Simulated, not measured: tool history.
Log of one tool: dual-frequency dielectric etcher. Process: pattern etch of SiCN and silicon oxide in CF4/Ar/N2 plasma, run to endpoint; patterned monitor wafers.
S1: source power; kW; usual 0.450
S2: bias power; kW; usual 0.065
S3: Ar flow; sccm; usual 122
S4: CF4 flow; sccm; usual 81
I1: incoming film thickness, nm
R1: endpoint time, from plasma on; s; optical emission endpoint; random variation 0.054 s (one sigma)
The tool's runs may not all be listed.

run 1 day=0.000 | S1=0.500 S2=0.065 S3=122 S4=81 | I1=12.77 | R1=13.3
run 2 day=2.883 | S1=0.450 S2=0.065 S3=122 S4=81 | I1=12.75 | R1=15.1
run 3 day=5.425 | S1=0.450 S2=0.065 S3=122 S4=81 | I1=12.72 | R1=15.0
run 4 day=7.417 | S1=0.450 S2=0.065 S3=122 S4=81 | I1=12.68 | R1=15.1
run 5 day=10.088 | S1=0.490 S2=0.065 S3=122 S4=70 | I1=12.49 | R1=14.0
-- day=11.196 wet clean of the chamber
run 6 day=11.388 | S1=0.450 S2=0.065 S3=122 S4=81 | I1=12.51 | R1=13.6
-- day=11.646 bias power generator calibrated
-- day=12.329 CF4 flow controller replaced
-- day=13.412 source power generator calibrated
run 7 day=13.642 | S1=0.450 S2=0.065 S3=122 S4=81 | I1=12.65 | R1=13.9
run 8 day=14.754 | S1=0.450 S2=0.065 S3=106 S4=94 | I1=12.78 | R1=13.5
run 9 day=15.871 | S1=0.450 S2=0.065 S3=122 S4=81 | I1=12.74 | R1=14.1
run 10 day=18.025 | S1=0.450 S2=0.065 S3=122 S4=81 | I1=12.75 | R1=14.3
-- day=18.912 Ar flow controller replaced
-- day=19.117 wet clean of the chamber, repeated, since the last time left the tool worse
-- day=20.379 upper electrode replaced
run 11 day=20.400 | S1=0.450 S2=0.075 S3=140 S4=66 | I1=12.86 | R1=14.7
run 12 day=21.821 | S1=0.490 S2=0.052 S3=122 S4=81 | I1=12.72 | R1=15.1
run 13 day=29.096 | S1=0.450 S2=0.065 S3=98 S4=81 | I1=12.81 | R1=14.6
run 14 day=31.408 | S1=0.450 S2=0.065 S3=122 S4=96 | I1=12.72 | R1=14.8
-- day=35.146 wet clean of the chamber
run 15 day=35.167 | S1=0.450 S2=0.065 S3=122 S4=81 | I1=12.76 | R1=14.8

The tool's hidden state at each run:
source power that arrives over what is set, %: 0 in every run
bias power that arrives over what is set, %: 0 in every run
Ar flow that arrives over what is set, %: 0 in every run
CF4 flow that arrives over what is set, %: 0 in every run
H1: etch rate over this chamber's usual, %
run=1 H1=-0.492
run=2 H1=-1.14
run=3 H1=-1.7
run=4 H1=-2.15
run=5 H1=-2.75
run=6 H1=6.31
run=7 H1=5.8
run=8 H1=5.55
run=9 H1=5.3
run=10 H1=4.82
run=11 H1=0.118
run=12 H1=-0.199
run=13 H1=-1.82
run=14 H1=-2.34
run=15 H1=0.408
